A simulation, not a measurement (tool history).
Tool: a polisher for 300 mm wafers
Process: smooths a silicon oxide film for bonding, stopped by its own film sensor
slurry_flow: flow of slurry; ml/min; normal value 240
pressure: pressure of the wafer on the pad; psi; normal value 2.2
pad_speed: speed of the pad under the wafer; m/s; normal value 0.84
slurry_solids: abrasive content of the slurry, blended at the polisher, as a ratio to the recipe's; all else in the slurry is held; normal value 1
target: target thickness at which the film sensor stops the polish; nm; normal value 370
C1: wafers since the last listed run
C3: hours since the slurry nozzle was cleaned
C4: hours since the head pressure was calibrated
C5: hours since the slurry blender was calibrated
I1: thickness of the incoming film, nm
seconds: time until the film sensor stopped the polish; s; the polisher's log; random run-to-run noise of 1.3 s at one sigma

Run 1, day 0: usual settings; C1 0; wafers polished on this pad 616; C3 147.2; C4 700; C5 5.6; I1 425. Result: seconds 83.5 s.
Run 2, day 1.725: usual settings; C1 355; wafers polished on this pad 972; C3 188.6; C4 741.4; C5 47; I1 434.5. Result: seconds 96.4 s.
Run 3, day 2.942: usual settings but pressure 1.9 psi; C1 250; wafers polished on this pad 1223; C3 217.8; C4 770.6; C5 76.2; I1 425.1. Result: seconds 93.5 s.
At day 4.638: head pressure recalibrated.
Run 4, day 5.729: usual settings but pressure 1.9 psi; C1 557; wafers polished on this pad 1780; C3 284.7; C4 26.2; C5 143.1; I1 431.9. Result: seconds 106.3 s.
Run 5, day 7.683: usual settings but pressure 1.9 psi; C1 403; wafers polished on this pad 2183; C3 331.6; C4 73.1; C5 190; I1 435.8. Result: seconds 113.1 s.
Run 6, day 9.679: usual settings; C1 411; wafers polished on this pad 2595; C3 379.5; C4 121; C5 237.9; I1 424.6. Result: seconds 80.6 s.
At day 9.912: worn pad replaced by a new one.
At day 11.646: slurry nozzle cleaned.
Run 7, day 11.85: usual settings; C1 404; wafers polished on this pad 391; C3 4.9; C4 173.1; C5 290; I1 438.5. Result: seconds 101.5 s.
At day 14.354: slurry blender recalibrated.
Run 8, day 14.45: usual settings; C1 519; wafers polished on this pad 910; C3 67.3; C4 235.5; C5 2.3; I1 433.3. Result: seconds 91.4 s.
Run 9, day 17.154: usual settings; C1 557; wafers polished on this pad 1468; C3 132.2; C4 300.4; C5 67.2; I1 431.7. Result: seconds 90.6 s.
Run 10, day 19.538: usual settings; C1 491; wafers polished on this pad 1959; C3 189.4; C4 357.6; C5 124.4; I1 426.9. Result: seconds 82.7 s.
At day 20.246: worn pad replaced by a new one.
Run 11, day 21.583: usual settings; C1 387; wafers polished on this pad 275; C3 238.5; C4 406.7; C5 173.5; I1 425.5. Result: seconds 83.4 s.
Run 12, day 27.912: usual settings; C1 1305; wafers polished on this pad 1581; C3 390.4; C4 558.6; C5 325.4; I1 435.2. Result: seconds 97.4 s.
At day 30.2: slurry nozzle cleaned.
Run 13, day 30.604: usual settings but slurry_flow 305 ml/min, slurry_solids 1.1; C1 546; wafers polished on this pad 2127; C3 9.7; C4 623.2; C5 390; I1 429.4. Result: seconds 80.5 s.
At day 31.292: worn pad replaced by a new one.
At day 31.688: slurry blender recalibrated.
Run 14, day 36.538: usual settings; C1 1172; wafers polished on this pad 1064; C3 152.1; C4 765.6; C5 116.4; I1 424.9. Result: seconds 80.2 s.
At day 37.088: head pressure recalibrated.
Run 15, day 39.175: usual settings but slurry_flow 295 ml/min, pressure 2.8 psi; C1 526; wafers polished on this pad 1591; C3 215.4; C4 50.1; C5 179.7; I1 431.9. Result: seconds 69.7 s.
Run 16, day 41.783: usual settings; C1 538; wafers polished on this pad 2129; C3 278; C4 112.7; C5 242.3; I1 436.5. Result: seconds 100.6 s.
At day 44.046: worn pad replaced by a new one.
Run 17, day 44.258: usual settings but pad_speed 1.08 m/s; C1 476; wafers polished on this pad 43; C3 337.4; C4 172.1; C5 301.7; I1 435.2. Result: seconds 80.4 s.
Run 18, day 45.471: usual settings; C1 250; wafers polished on this pad 293; C3 366.5; C4 201.2; C5 330.8; I1 427.8. Result: seconds 86.9 s.
At day 47.8: slurry blender recalibrated.
At day 47.842: slurry nozzle cleaned.
Run 19, day 48.1: usual settings but pressure 2.6 psi, pad_speed 1 m/s, slurry_solids 0.8; C1 516; wafers polished on this pad 810; C3 6.2; C4 264.3; C5 7.2; I1 435.3. Result: seconds 81.4 s.

Run 20 comes next. What will it give?
Run 20, day 51.075: usual settings but target 380 nm; C1 613; wafers polished on this pad 1424; C3 77.6; C4 335.7; C5 78.6; I1 435.4. Result: seconds ?.

{"run 20": {"seconds": 83.7}}
Minus the tool's unlogged condition, the same run would have read seconds 83.7 s.
